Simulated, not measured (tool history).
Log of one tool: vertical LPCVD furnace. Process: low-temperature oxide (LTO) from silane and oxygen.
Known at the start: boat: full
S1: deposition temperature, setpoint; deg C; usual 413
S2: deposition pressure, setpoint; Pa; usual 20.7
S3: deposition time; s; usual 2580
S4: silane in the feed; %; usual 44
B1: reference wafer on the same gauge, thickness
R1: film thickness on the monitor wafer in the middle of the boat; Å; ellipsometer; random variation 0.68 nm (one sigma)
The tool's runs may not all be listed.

run,hour,S1,S2,S3,S4,B1,R1
1,0,413,20.7,2580,44,419.27,3818.3
2,32.7,413,20.7,2580,44,419.07,3811.5
3,60.1,413,20.7,2580,44,418.84,3830.3
4,82.5,413,20.7,2580,44,419.06,3811.1
5,120.9,413,20.7,2580,44,418.82,3834.5
6,146.3,413,20.7,2580,44,418.89,3813
7,179.9,413,20.7,2580,44,419.02,3832.7
# hour 196.4: gauge calibrated
8,205,413,20.7,2580,44,419.05,3830.9
# hour 245.5: thermocouples replaced and temperature profile calibrated
9,246,413,20.7,2580,44,419.22,3686.6
10,250.4,413,20.7,2580,44,418.88,3699.5
11,278,413,20.7,2580,48,419.09,4001.4
# hour 321.1: pressure gauge zeroed
12,321.6,413,20.7,2580,48,418.82,3819.9
13,343.3,405,20.7,2580,44,419.42,3259.8
14,370.6,421,24.7,1800,38,419.1,2727.7
# hour 405.8: silane flow controller replaced
15,443.3,413,20.7,3360,44,419,4646
16,467.7,423,20.7,2580,44,419.26,3937.7
17,484.3,419,16.7,3360,37,418.88,3306.8
18,496.3,421,18,3540,47,418.96,4928.2
19,530.8,413,20.7,2580,44,418.81,3589.1
20,543,425,20.7,3180,44,419.12,4999.3
21,573.9,413,20.7,2580,44,419.13,3599.8
# hour 603: gauge calibrated
22,603.3,418,17.3,2580,44,418.87,3184.2
23,619.8,419,20.7,3540,50,419.14,5876
24,644.4,413,20.7,3360,44,418.85,4706.3

5 ways to go on from here, each from the tool as it stands after run 24. What would each give?
A,648.8,413,20.7,2580,49,?,?
B,648.8,423,20.7,3300,44,?,?
C,648.8,413,17.3,2580,44,?,?
D,648.8,419,20.7,2010,44,?,?
E,648.8,405,16.7,3480,48,?,?

run,B1,R1
A,419.05,3986.4
B,419.05,5103.1
C,419.05,3039.3
D,419.05,2988.6
E,419.05,3951.2
Without the tool's hidden state the same runs would have given:
run,R1
A,3894.9
B,4985.9
C,2959.5
D,2919.7
E,3844.6
